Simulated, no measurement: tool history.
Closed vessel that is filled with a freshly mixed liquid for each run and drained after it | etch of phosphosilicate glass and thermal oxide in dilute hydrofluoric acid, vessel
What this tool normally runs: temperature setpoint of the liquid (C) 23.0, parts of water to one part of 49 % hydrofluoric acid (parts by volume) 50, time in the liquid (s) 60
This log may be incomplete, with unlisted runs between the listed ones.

| run | hour | temperature setpoint of the liquid (C) | parts of water to one part of 49 % hydrofluoric acid (parts by volume) | time in the liquid (s) | wafers since the last listed run | hours since the thermometer was replaced | hours since the hydrofluoric acid flow meter was replaced | hours since the gauge calibration | read-back film thickness of the phosphosilicate glass reference wafer, read on the same gauge (nm) | read-back film thickness of the thermal oxide reference wafer, read on the same gauge (nm) | thickness taken off the phosphosilicate glass on a monitor wafer (nm) | thickness taken off the thermal oxide on a monitor wafer (nm) |
|---|---|---|---|---|---|---|---|---|---|---|---|---|
| 1 | 0.0 | 23.0 | 70 | 70 | 0 | 1690.5 | 115.3 | 277.1 | 59.95 | 49.94 | 109.87 | 5.51 |
| 2 | 41.5 | 23.0 | 70 | 70 | 3156 | 1732.0 | 156.8 | 318.6 | 59.99 | 49.99 | 109.91 | 5.49 |
| 3 | 93.9 | 23.0 | 50 | 70 | 3985 | 1784.4 | 209.2 | 371.0 | 59.93 | 50.02 | 158.47 | 8.02 |
|  | 99.5 | gauge calibrated |
| 4 | 143.4 | 23.0 | 50 | 70 | 3764 | 1833.9 | 258.7 | 43.9 | 60.00 | 49.99 | 157.88 | 8.00 |
| 5 | 185.7 | 23.0 | 50 | 70 | 3217 | 1876.2 | 301.0 | 86.2 | 60.01 | 50.02 | 158.82 | 7.97 |
| 6 | 211.8 | 23.0 | 50 | 60 | 1984 | 1902.3 | 327.1 | 112.3 | 60.01 | 49.96 | 134.84 | 6.75 |
| 7 | 250.0 | 23.0 | 35 | 80 | 2905 | 1940.5 | 365.3 | 150.5 | 59.99 | 50.01 | 263.04 | 13.33 |
|  | 292.0 | hydrofluoric acid flow meter replaced |
| 8 | 312.3 | 23.0 | 50 | 80 | 4662 | 2002.8 | 20.3 | 212.8 | 60.03 | 49.94 | 180.54 | 9.17 |
| 9 | 369.0 | 23.0 | 50 | 80 | 4312 | 2059.5 | 77.0 | 269.5 | 60.01 | 50.02 | 181.66 | 9.07 |
| 10 | 409.0 | 25.5 | 50 | 70 | 3042 | 2099.5 | 117.0 | 309.5 | 60.01 | 49.96 | 176.58 | 8.97 |
|  | 413.9 | thermometer replaced |
| 11 | 445.4 | 20.5 | 25 | 80 | 2692 | 31.5 | 153.4 | 345.9 | 59.98 | 50.03 | 306.60 | 15.50 |
| 12 | 500.4 | 19.0 | 65 | 60 | 4182 | 86.5 | 208.4 | 400.9 | 59.98 | 50.06 | 80.23 | 3.98 |
|  | 536.9 | gauge calibrated |
| 13 | 571.9 | 23.0 | 50 | 60 | 5437 | 158.0 | 279.9 | 35.0 | 59.93 | 50.01 | 124.64 | 6.33 |
| 14 | 608.8 | 23.0 | 50 | 60 | 2806 | 194.9 | 316.8 | 71.9 | 59.96 | 49.97 | 124.69 | 6.32 |
| 15 | 647.5 | 25.0 | 55 | 40 | 2943 | 233.6 | 355.5 | 110.6 | 60.00 | 50.05 | 81.23 | 4.13 |
|  | 672.4 | hydrofluoric acid flow meter replaced |
| 16 | 683.5 | 23.0 | 70 | 60 | 2661 | 269.6 | 11.1 | 146.6 | 60.00 | 50.05 | 86.99 | 4.42 |
| 17 | 734.2 | 23.0 | 50 | 60 | 3855 | 320.3 | 61.8 | 197.3 | 60.01 | 50.04 | 125.10 | 6.28 |
| 18 | 764.2 | 21.5 | 50 | 60 | 2281 | 350.3 | 91.8 | 227.3 | 60.01 | 50.02 | 119.49 | 5.92 |

Alternative continuations, all from the tool just after run 18; predict every row:
| A | 764.9 | 23.0 | 50 | 60 | 53 | 351.0 | 92.5 | 228.0 | ? | ? | ? | ? |
| B | 764.9 | 27.0 | 35 | 35 | 53 | 351.0 | 92.5 | 228.0 | ? | ? | ? | ? |
| C | 764.9 | 23.0 | 40 | 95 | 53 | 351.0 | 92.5 | 228.0 | ? | ? | ? | ? |
| D | 764.9 | 18.0 | 25 | 30 | 53 | 351.0 | 92.5 | 228.0 | ? | ? | ? | ? |
| E | 764.9 | 20.0 | 65 | 35 | 53 | 351.0 | 92.5 | 228.0 | ? | ? | ? | ? |

| run | read-back film thickness of the phosphosilicate glass reference wafer, read on the same gauge (nm) | read-back film thickness of the thermal oxide reference wafer, read on the same gauge (nm) | thickness taken off the phosphosilicate glass on a monitor wafer (nm) | thickness taken off the thermal oxide on a monitor wafer (nm) |
|---|---|---|---|---|
| A | 59.95 | 50.00 | 125.29 | 6.28 |
| B | 59.95 | 50.00 | 125.57 | 6.30 |
| C | 59.95 | 50.00 | 251.25 | 12.60 |
| D | 59.95 | 50.00 | 104.46 | 5.24 |
| E | 59.95 | 50.00 | 48.70 | 2.44 |
Take away the tool's hidden state, keep each run's random variation, and the runs would have read:
| run | thickness taken off the phosphosilicate glass on a monitor wafer (nm) | thickness taken off the thermal oxide on a monitor wafer (nm) |
|---|---|---|
| A | 122.87 | 6.16 |
| B | 123.20 | 6.18 |
| C | 246.37 | 12.35 |
| D | 102.33 | 5.13 |
| E | 47.75 | 2.39 |
